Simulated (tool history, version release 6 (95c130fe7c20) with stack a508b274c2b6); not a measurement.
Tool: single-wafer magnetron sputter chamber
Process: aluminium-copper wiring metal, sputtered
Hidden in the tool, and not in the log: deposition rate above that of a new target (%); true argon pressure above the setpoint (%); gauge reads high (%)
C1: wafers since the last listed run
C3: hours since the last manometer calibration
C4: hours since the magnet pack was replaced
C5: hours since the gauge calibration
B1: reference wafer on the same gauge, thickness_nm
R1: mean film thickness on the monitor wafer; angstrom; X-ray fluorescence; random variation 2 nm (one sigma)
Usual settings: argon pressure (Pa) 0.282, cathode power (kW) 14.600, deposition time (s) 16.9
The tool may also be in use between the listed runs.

Run 1, hour 0.0: usual settings; C1 0; wafers on the sputter target 2479; C3 337.7; C4 10712.5; C5 774.9; B1 412.484. Result: R1 4187.75 angstrom.
Run 2, hour 33.5: usual settings; C1 933; wafers on the sputter target 3412; C3 371.2; C4 10746.0; C5 808.4; B1 412.415. Result: R1 4199.98 angstrom.
Run 3, hour 63.5: usual settings; C1 835; wafers on the sputter target 4247; C3 401.2; C4 10776.0; C5 838.4; B1 412.575. Result: R1 4187.03 angstrom.
At hour 118.8: sputter target and shields replaced.
Run 4, hour 119.3: usual settings; C1 1331; wafers on the sputter target 12; C3 457.0; C4 10831.8; C5 894.2; B1 413.509. Result: R1 4238.30 angstrom.
Run 5, hour 164.0: usual settings; C1 1245; wafers on the sputter target 1257; C3 501.7; C4 10876.5; C5 938.9; B1 414.551. Result: R1 4190.99 angstrom.
Run 6, hour 203.4: usual settings; C1 1097; wafers on the sputter target 2355; C3 541.1; C4 10915.9; C5 978.3; B1 414.421. Result: R1 4235.59 angstrom.
Run 7, hour 268.6: usual settings; C1 1816; wafers on the sputter target 4171; C3 606.3; C4 10981.1; C5 1043.5; B1 415.940. Result: R1 4200.99 angstrom.
Run 8, hour 336.8: usual settings; C1 1899; wafers on the sputter target 6070; C3 674.5; C4 11049.3; C5 1111.7; B1 416.806. Result: R1 4217.59 angstrom.
At hour 364.7: sputter target and shields replaced.
Run 9, hour 373.7: usual settings; C1 804; wafers on the sputter target 250; C3 711.4; C4 11086.2; C5 1148.6; B1 416.775. Result: R1 4261.75 angstrom.
Run 10, hour 425.3: usual settings; C1 1437; wafers on the sputter target 1687; C3 763.0; C4 11137.8; C5 1200.2; B1 419.055. Result: R1 4292.63 angstrom.
At hour 427.5: gauge calibrated.
Run 11, hour 478.9: usual settings; C1 1492; wafers on the sputter target 3180; C3 816.6; C4 11191.4; C5 51.4; B1 412.213. Result: R1 4162.62 angstrom.
Run 12, hour 544.8: usual settings; C1 1835; wafers on the sputter target 5016; C3 882.5; C4 11257.3; C5 117.3; B1 412.663. Result: R1 4203.64 angstrom.
Run 13, hour 589.0: usual settings but argon pressure (Pa) 0.321, cathode power (kW) 13.100, deposition time (s) 19.6; C1 1231; wafers on the sputter target 6247; C3 926.7; C4 11301.5; C5 161.5; B1 412.076. Result: R1 4293.78 angstrom.
At hour 613.2: sputter target and shields replaced.
Run 14, hour 635.8: usual settings; C1 1080; wafers on the sputter target 628; C3 973.5; C4 11348.3; C5 208.3; B1 412.838. Result: R1 4211.89 angstrom.
Run 15, hour 681.1: usual settings but argon pressure (Pa) 0.242, cathode power (kW) 11.200, deposition time (s) 15.5; C1 1261; wafers on the sputter target 1890; C3 1018.8; C4 11393.6; C5 253.6; B1 412.295. Result: R1 3013.13 angstrom.
Run 16, hour 725.1: usual settings; C1 1225; wafers on the sputter target 3116; C3 1062.8; C4 11437.6; C5 297.6; B1 411.829. Result: R1 4221.00 angstrom.
At hour 755.7: magnet pack replaced.
Run 17, hour 792.2: usual settings but argon pressure (Pa) 0.364; C1 1646; wafers on the sputter target 4762; C3 1129.9; C4 36.5; C5 364.7; B1 412.492. Result: R1 4061.04 angstrom.
Run 18, hour 858.7: usual settings but argon pressure (Pa) 0.348, cathode power (kW) 11.300, deposition time (s) 17.8; C1 1852; wafers on the sputter target 6614; C3 1196.4; C4 103.0; C5 431.2; B1 413.433. Result: R1 3345.84 angstrom.
At hour 872.4: sputter target and shields replaced.
At hour 929.0: capacitance manometer re-zeroed and calibrated.
Run 19, hour 1073.5: usual settings but cathode power (kW) 17.200, deposition time (s) 19.7; C1 5537; wafers on the sputter target 5377; C3 144.5; C4 317.8; C5 646.0; B1 414.720. Result: R1 5790.23 angstrom.
At hour 1095.7: sputter target and shields replaced.
Run 20, hour 1097.9: usual settings but argon pressure (Pa) 0.224, cathode power (kW) 12.000, deposition time (s) 14.1; C1 456; wafers on the sputter target 60; C3 168.9; C4 342.2; C5 670.4; B1 414.774. Result: R1 2995.45 angstrom.
Run 21, hour 1132.0: usual settings but argon pressure (Pa) 0.240, deposition time (s) 14.3; C1 949; wafers on the sputter target 1010; C3 203.0; C4 376.3; C5 704.5; B1 416.208. Result: R1 3628.42 angstrom.
Run 22, hour 1199.3: usual settings but argon pressure (Pa) 0.342, deposition time (s) 14.8; C1 1874; wafers on the sputter target 2885; C3 270.3; C4 443.6; C5 771.8; B1 416.673. Result: R1 3588.36 angstrom.

Hidden state at the last listed run before each entry between runs and at the first one after, where it differs:
Between runs 3 and 4: sputter target and shields replaced (hour 118.8)
  gauge reads high (%): 0.94 -> 1.12
  measured less the result without the state, R1: +38.98 -> +47.14 angstrom
Between runs 8 and 9: sputter target and shields replaced (hour 364.7)
  gauge reads high (%): 1.96 -> 2.12
  measured less the result without the state, R1: +81.08 -> +88.47 angstrom
Between runs 10 and 11: gauge calibrated (hour 427.5)
  gauge reads high (%): 2.35 -> 0.637
  measured less the result without the state, R1: +98.64 -> +26.36 angstrom
Between runs 13 and 14: sputter target and shields replaced (hour 613.2)
  gauge reads high (%): 0.682 -> 0.715
  measured less the result without the state, R1: +29.09 -> +29.92 angstrom
Between runs 16 and 17: magnet pack replaced (hour 755.7)
  gauge reads high (%): 0.802 -> 0.887
  measured less the result without the state, R1: +33.58 -> +35.70 angstrom
Between runs 18 and 19: sputter target and shields replaced (hour 872.4); capacitance manometer re-zeroed and calibrated (hour 929.0)
  gauge reads high (%): 0.988 -> 1.43
  measured less the result without the state, R1: +32.75 -> +81.71 angstrom
Between runs 19 and 20: sputter target and shields replaced (hour 1095.7)
  gauge reads high (%): 1.43 -> 1.49
  measured less the result without the state, R1: +81.71 -> +44.06 angstrom
